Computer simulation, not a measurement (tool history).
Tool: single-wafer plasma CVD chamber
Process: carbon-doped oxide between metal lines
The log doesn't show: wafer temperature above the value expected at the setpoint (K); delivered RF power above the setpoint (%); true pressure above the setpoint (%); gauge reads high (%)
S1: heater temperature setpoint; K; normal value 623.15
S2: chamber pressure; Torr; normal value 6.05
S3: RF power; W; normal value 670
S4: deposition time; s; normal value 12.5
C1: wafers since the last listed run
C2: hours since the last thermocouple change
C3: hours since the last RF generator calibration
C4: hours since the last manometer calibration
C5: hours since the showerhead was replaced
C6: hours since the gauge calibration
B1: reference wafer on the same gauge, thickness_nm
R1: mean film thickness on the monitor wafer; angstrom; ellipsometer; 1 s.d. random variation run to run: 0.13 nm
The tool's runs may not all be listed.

run	hour	S1	S2	S3	S4	C1	C2	C3	C4	C5	C6	B1	R1
1	0	618.15	6.05	670	12.5	0	1004.5	1535.4	3070.7	5640.7	267.1	74.304	716.13
2	36.7	623.15	6.05	670	12.5	1375	1041.2	1572.1	3107.4	5677.4	303.8	74.293	704.82
3	138.6	623.15	6.05	670	12.5	3817	1143.1	1674	3209.3	5779.3	405.7	74.258	703.78
4	184.5	623.15	6.05	670	12.5	1719	1189	1719.9	3255.2	5825.2	451.6	74.322	701.12
5	239.5	623.15	5.64	670	12.5	2060	1244	1774.9	3310.2	5880.2	506.6	74.275	694.58
6	287.1	623.15	5.64	670	12.5	1783	1291.6	1822.5	3357.8	5927.8	554.2	74.292	692.75
# hour 321.3: capacitance manometer re-zeroed and calibrated
# hour 328.9: showerhead replaced
7	339.4	623.15	6.05	670	12.5	1374	1343.9	1874.8	18.1	10.5	606.5	74.263	698.93
# hour 376.5: gauge calibrated
# hour 403: thermocouple changed; heater temperature recalibrated
8	424.2	623.15	6.05	670	12.5	2877	21.2	1959.6	102.9	95.3	47.7	74.226	684.51
9	460.7	611.15	5.11	670	15	1367	57.7	1996.1	139.4	131.8	84.2	74.312	828.94
# hour 469.5: RF generator calibrated
10	525.3	615.15	6.05	570	11.2	2120	122.3	55.8	204	196.4	148.8	74.326	597.36
11	580.7	623.15	6.05	670	12.5	2075	177.7	111.2	259.4	251.8	204.2	74.308	715.59
12	623.5	623.15	5.3	670	14.1	1603	220.5	154	302.2	294.6	247	74.327	794.76
13	699.2	615.15	6.98	670	12.5	2836	296.2	229.7	377.9	370.3	322.7	74.357	738.13
14	740.3	617.15	6.05	740	14.4	1539	337.3	270.8	419	411.4	363.8	74.282	883.34

Table of differences, measured result less the result of that run with no hidden state. Run-to-run variation is the same in both. Gauge scatter possibly is not:
run	R1
1	-8.36
2	-9.14
3	-11.38
4	-12.42
5	-13.64
6	-14.83
7	-16.36
8	-29.7
9	-36.03
10	-0.7
11	+0.19
12	+0.95
13	+1.98
14	+2.83

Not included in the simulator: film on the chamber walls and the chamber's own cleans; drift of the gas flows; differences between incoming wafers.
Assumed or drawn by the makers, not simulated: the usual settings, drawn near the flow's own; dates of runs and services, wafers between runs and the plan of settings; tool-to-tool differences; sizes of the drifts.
